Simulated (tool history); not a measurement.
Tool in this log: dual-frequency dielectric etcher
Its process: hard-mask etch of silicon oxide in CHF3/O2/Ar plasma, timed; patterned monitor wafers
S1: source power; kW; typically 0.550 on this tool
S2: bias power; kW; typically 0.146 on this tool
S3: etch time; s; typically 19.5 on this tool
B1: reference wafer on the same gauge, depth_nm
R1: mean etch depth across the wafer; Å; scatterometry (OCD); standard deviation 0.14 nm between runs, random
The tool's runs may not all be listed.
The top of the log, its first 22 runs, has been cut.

run	hour	S1	S2	S3	B1	R1
23	1657.0	0.610	0.146	19.5	35.71	357.5
24	1826.7	0.550	0.146	19.5	35.71	342.4
# hour 1857.7: gauge calibrated
25	1900.9	0.550	0.146	16.5	35.69	288.5
26	2006.9	0.410	0.120	23.0	35.73	322.2
# hour 2133.5: wet clean of the chamber
27	2134.0	0.550	0.146	19.5	35.72	343.5
28	2152.4	0.600	0.125	17.0	35.69	284.7
29	2357.7	0.590	0.173	18.0	35.71	351.4
30	2421.6	0.550	0.146	19.5	35.71	340.9

Forecast each of these 3 alternatives for the next run:
A	2422.0	0.550	0.146	19.5	?	?
B	2422.0	0.670	0.123	19.5	?	?
C	2422.0	0.620	0.117	23.5	?	?

run	B1	R1
A	35.72	341.4
B	35.72	337.3
C	35.72	383.4
With no hidden state in the tool, these same runs would have given:
run	R1
A	343.5
B	339.3
C	385.8
